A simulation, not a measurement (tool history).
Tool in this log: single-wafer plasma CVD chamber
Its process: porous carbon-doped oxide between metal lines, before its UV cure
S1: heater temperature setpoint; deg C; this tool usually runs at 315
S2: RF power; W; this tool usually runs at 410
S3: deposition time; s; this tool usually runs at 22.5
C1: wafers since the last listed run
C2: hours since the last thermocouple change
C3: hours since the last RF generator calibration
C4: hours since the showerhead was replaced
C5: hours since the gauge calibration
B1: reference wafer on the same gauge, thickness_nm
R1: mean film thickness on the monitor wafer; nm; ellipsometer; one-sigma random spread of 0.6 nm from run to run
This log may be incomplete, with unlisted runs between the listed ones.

{"run": 1, "hour": 0.0, "S1": 315, "S2": 410, "S3": 22.5, "C1": 0, "C2": 2564.5, "C3": 1041.1, "C4": 4943.2, "C5": 126.6, "B1": 122.122, "R1": 103.709}
{"run": 2, "hour": 30.7, "S1": 315, "S2": 410, "S3": 22.5, "C1": 648, "C2": 2595.2, "C3": 1071.8, "C4": 4973.9, "C5": 157.3, "B1": 122.058, "R1": 103.601}
{"run": 3, "hour": 65.6, "S1": 315, "S2": 410, "S3": 22.5, "C1": 736, "C2": 2630.1, "C3": 1106.7, "C4": 5008.8, "C5": 192.2, "B1": 121.982, "R1": 103.184}
{"run": 4, "hour": 100.5, "S1": 309, "S2": 410, "S3": 22.5, "C1": 736, "C2": 2665.0, "C3": 1141.6, "C4": 5043.7, "C5": 227.1, "B1": 122.082, "R1": 105.95}
{"run": 5, "hour": 180.7, "S1": 309, "S2": 410, "S3": 22.5, "C1": 1693, "C2": 2745.2, "C3": 1221.8, "C4": 5123.9, "C5": 307.3, "B1": 121.882, "R1": 107.156}
{"run": 6, "hour": 213.6, "S1": 315, "S2": 410, "S3": 22.5, "C1": 694, "C2": 2778.1, "C3": 1254.7, "C4": 5156.8, "C5": 340.2, "B1": 121.985, "R1": 102.411}
{"run": 7, "hour": 236.9, "S1": 304, "S2": 450, "S3": 22.5, "C1": 491, "C2": 2801.4, "C3": 1278.0, "C4": 5180.1, "C5": 363.5, "B1": 121.991, "R1": 120.643}
{"run": 8, "hour": 261.9, "S1": 304, "S2": 450, "S3": 22.5, "C1": 527, "C2": 2826.4, "C3": 1303.0, "C4": 5205.1, "C5": 388.5, "B1": 121.898, "R1": 120.883}
{"run": 9, "hour": 280.4, "S1": 304, "S2": 450, "S3": 22.5, "C1": 390, "C2": 2844.9, "C3": 1321.5, "C4": 5223.6, "C5": 407.0, "B1": 121.984, "R1": 120.32}
{"hour": 305.1, "done": "thermocouple changed; heater temperature recalibrated"}
{"run": 10, "hour": 305.6, "S1": 315, "S2": 410, "S3": 25.4, "C1": 363, "C2": 0.5, "C3": 1346.7, "C4": 5248.8, "C5": 432.2, "B1": 121.926, "R1": 116.362}
{"hour": 340.8, "done": "showerhead replaced"}
{"run": 11, "hour": 341.3, "S1": 315, "S2": 410, "S3": 22.5, "C1": 584, "C2": 36.2, "C3": 1382.4, "C4": 0.5, "C5": 467.9, "B1": 121.929, "R1": 103.706}
{"run": 12, "hour": 363.3, "S1": 315, "S2": 410, "S3": 22.5, "C1": 464, "C2": 58.2, "C3": 1404.4, "C4": 22.5, "C5": 489.9, "B1": 122.029, "R1": 103.333}
{"run": 13, "hour": 449.7, "S1": 315, "S2": 410, "S3": 22.5, "C1": 1824, "C2": 144.6, "C3": 1490.8, "C4": 108.9, "C5": 576.3, "B1": 122.018, "R1": 101.775}
{"run": 14, "hour": 467.9, "S1": 315, "S2": 410, "S3": 22.5, "C1": 384, "C2": 162.8, "C3": 1509.0, "C4": 127.1, "C5": 594.5, "B1": 122.039, "R1": 102.487}
{"run": 15, "hour": 483.7, "S1": 315, "S2": 410, "S3": 22.5, "C1": 333, "C2": 178.6, "C3": 1524.8, "C4": 142.9, "C5": 610.3, "B1": 121.972, "R1": 103.236}
{"run": 16, "hour": 514.4, "S1": 327, "S2": 445, "S3": 20.7, "C1": 648, "C2": 209.3, "C3": 1555.5, "C4": 173.6, "C5": 641.0, "B1": 122.012, "R1": 96.202}
{"hour": 522.5, "done": "RF generator calibrated"}
{"run": 17, "hour": 528.4, "S1": 304, "S2": 450, "S3": 22.5, "C1": 126, "C2": 223.3, "C3": 5.9, "C4": 187.6, "C5": 655.0, "B1": 121.99, "R1": 120.509}
{"run": 18, "hour": 558.1, "S1": 315, "S2": 470, "S3": 26.6, "C1": 627, "C2": 253.0, "C3": 35.6, "C4": 217.3, "C5": 684.7, "B1": 122.129, "R1": 136.015}
{"run": 19, "hour": 570.9, "S1": 319, "S2": 410, "S3": 24.3, "C1": 270, "C2": 265.8, "C3": 48.4, "C4": 230.1, "C5": 697.5, "B1": 121.961, "R1": 108.352}
{"run": 20, "hour": 585.6, "S1": 315, "S2": 410, "S3": 22.5, "C1": 310, "C2": 280.5, "C3": 63.1, "C4": 244.8, "C5": 712.2, "B1": 122.004, "R1": 102.451}
{"run": 21, "hour": 620.3, "S1": 315, "S2": 410, "S3": 22.5, "C1": 732, "C2": 315.2, "C3": 97.8, "C4": 279.5, "C5": 746.9, "B1": 122.086, "R1": 102.48}
{"hour": 623.7, "done": "gauge calibrated"}
{"run": 22, "hour": 655.6, "S1": 322, "S2": 345, "S3": 18.5, "C1": 745, "C2": 350.5, "C3": 133.1, "C4": 314.8, "C5": 31.9, "B1": 121.893, "R1": 68.446}
{"run": 23, "hour": 727.7, "S1": 315, "S2": 450, "S3": 22.5, "C1": 1522, "C2": 422.6, "C3": 205.2, "C4": 386.9, "C5": 104.0, "B1": 122.006, "R1": 113.088}
{"run": 24, "hour": 741.0, "S1": 307, "S2": 430, "S3": 24.3, "C1": 280, "C2": 435.9, "C3": 218.5, "C4": 400.2, "C5": 117.3, "B1": 121.922, "R1": 120.938}
{"run": 25, "hour": 771.5, "S1": 315, "S2": 410, "S3": 22.5, "C1": 643, "C2": 466.4, "C3": 249.0, "C4": 430.7, "C5": 147.8, "B1": 121.998, "R1": 103.222}
{"run": 26, "hour": 796.0, "S1": 321, "S2": 410, "S3": 22.5, "C1": 517, "C2": 490.9, "C3": 273.5, "C4": 455.2, "C5": 172.3, "B1": 122.003, "R1": 99.304}
{"run": 27, "hour": 826.0, "S1": 325, "S2": 485, "S3": 19.4, "C1": 633, "C2": 520.9, "C3": 303.5, "C4": 485.2, "C5": 202.3, "B1": 121.895, "R1": 97.432}
{"run": 28, "hour": 856.2, "S1": 315, "S2": 410, "S3": 22.5, "C1": 637, "C2": 551.1, "C3": 333.7, "C4": 515.4, "C5": 232.5, "B1": 121.951, "R1": 102.962}
{"run": 29, "hour": 879.2, "S1": 315, "S2": 410, "S3": 22.5, "C1": 485, "C2": 574.1, "C3": 356.7, "C4": 538.4, "C5": 255.5, "B1": 122.044, "R1": 103.061}
{"run": 30, "hour": 909.3, "S1": 315, "S2": 360, "S3": 24.4, "C1": 635, "C2": 604.2, "C3": 386.8, "C4": 568.5, "C5": 285.6, "B1": 122.017, "R1": 97.77}
{"run": 31, "hour": 941.7, "S1": 329, "S2": 380, "S3": 19.3, "C1": 684, "C2": 636.6, "C3": 419.2, "C4": 600.9, "C5": 318.0, "B1": 121.982, "R1": 75.796}

What was the tool's hidden state at every run in the log?
wafer temperature above the value expected at the setpoint (K): 0 in every run
delivered RF power above the setpoint (%): 0 in every run
gauge reads high (%): 0 in every run

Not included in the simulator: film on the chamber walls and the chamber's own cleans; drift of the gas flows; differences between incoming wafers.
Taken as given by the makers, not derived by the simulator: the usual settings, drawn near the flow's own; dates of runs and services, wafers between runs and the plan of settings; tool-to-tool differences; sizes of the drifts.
